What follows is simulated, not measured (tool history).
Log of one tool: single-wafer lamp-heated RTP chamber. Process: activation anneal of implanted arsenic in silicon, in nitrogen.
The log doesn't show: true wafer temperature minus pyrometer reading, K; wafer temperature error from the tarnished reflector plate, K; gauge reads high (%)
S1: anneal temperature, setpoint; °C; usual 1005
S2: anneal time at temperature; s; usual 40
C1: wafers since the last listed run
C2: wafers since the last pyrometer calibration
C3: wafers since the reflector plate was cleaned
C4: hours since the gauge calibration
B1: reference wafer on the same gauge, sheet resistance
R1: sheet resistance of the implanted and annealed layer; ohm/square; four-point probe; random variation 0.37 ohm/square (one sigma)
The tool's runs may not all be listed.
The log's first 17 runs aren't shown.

| run | day | S1 | S2 | C1 | C2 | C3 | C4 | B1 | R1 |
|---|---|---|---|---|---|---|---|---|---|
| 18 | 18.929 | 1005 | 40 | 256 | 425 | 1199 | 521.9 | 186.99 | 175.94 |
| 19 | 20.192 | 991 | 34 | 531 | 957 | 1731 | 552.2 | 186.99 | 178.8 |
|  | 21.125 | gauge calibrated |
| 20 | 21.188 | 1023 | 51 | 419 | 1376 | 2150 | 1.5 | 186.96 | 171.32 |
|  | 23.442 | reflector plate cleaned |
| 21 | 24.917 | 986 | 23 | 1429 | 2806 | 621 | 91 | 186.93 | 180.82 |
|  | 25.738 | pyrometer window cleaned and pyrometer calibrated |
| 22 | 25.758 | 1026 | 32 | 214 | 9 | 835 | 111.2 | 187.01 | 174.44 |
| 23 | 27.004 | 1022 | 40 | 524 | 534 | 1360 | 141.1 | 186.89 | 173.2 |
| 24 | 27.833 | 1005 | 40 | 349 | 883 | 1709 | 161 | 187.01 | 175.59 |
| 25 | 28.588 | 1005 | 40 | 317 | 1200 | 2026 | 179.1 | 186.92 | 175.75 |
| 26 | 30.046 | 1005 | 32 | 614 | 1814 | 2640 | 214.1 | 187.01 | 177.05 |
| 27 | 30.733 | 1013 | 22 | 289 | 2104 | 2930 | 230.6 | 187 | 177.92 |
|  | 31.479 | reflector plate cleaned |
| 28 | 31.5 | 987 | 46 | 182 | 2286 | 8 | 249 | 187.01 | 177.64 |
| 29 | 32.458 | 995 | 51 | 403 | 2690 | 411 | 272 | 186.98 | 175.24 |
| 30 | 33.029 | 988 | 61 | 240 | 2930 | 652 | 285.7 | 187.03 | 174.77 |
|  | 33.612 | pyrometer window cleaned and pyrometer calibrated |
| 31 | 33.662 | 976 | 31 | 126 | 21 | 778 | 300.9 | 187 | 182.88 |
| 32 | 35.083 | 1005 | 40 | 598 | 619 | 1376 | 335 | 187.02 | 175.62 |
| 33 | 36.392 | 1005 | 40 | 550 | 1170 | 1927 | 366.4 | 186.98 | 175.9 |

5 ways to go on from here, each from the tool as it stands after run 33. What would each give?
| A | 36.408 | 1005 | 40 | 7 | 1177 | 1934 | 366.8 | ? | ? |
| B | 36.408 | 978 | 55 | 7 | 1177 | 1934 | 366.8 | ? | ? |
| C | 36.408 | 1005 | 27 | 7 | 1177 | 1934 | 366.8 | ? | ? |
| D | 36.408 | 1005 | 25 | 7 | 1177 | 1934 | 366.8 | ? | ? |
| E | 36.408 | 986 | 33 | 7 | 1177 | 1934 | 366.8 | ? | ? |

| run | B1 | R1 |
|---|---|---|
| A | 187.07 | 175.44 |
| B | 187.07 | 177.56 |
| C | 187.07 | 177.95 |
| D | 187.07 | 178.42 |
| E | 187.07 | 179.43 |
Without the tool's hidden state the same runs would have given:
| run | R1 |
|---|---|
| A | 176.76 |
| B | 178.93 |
| C | 179.18 |
| D | 179.64 |
| E | 180.71 |

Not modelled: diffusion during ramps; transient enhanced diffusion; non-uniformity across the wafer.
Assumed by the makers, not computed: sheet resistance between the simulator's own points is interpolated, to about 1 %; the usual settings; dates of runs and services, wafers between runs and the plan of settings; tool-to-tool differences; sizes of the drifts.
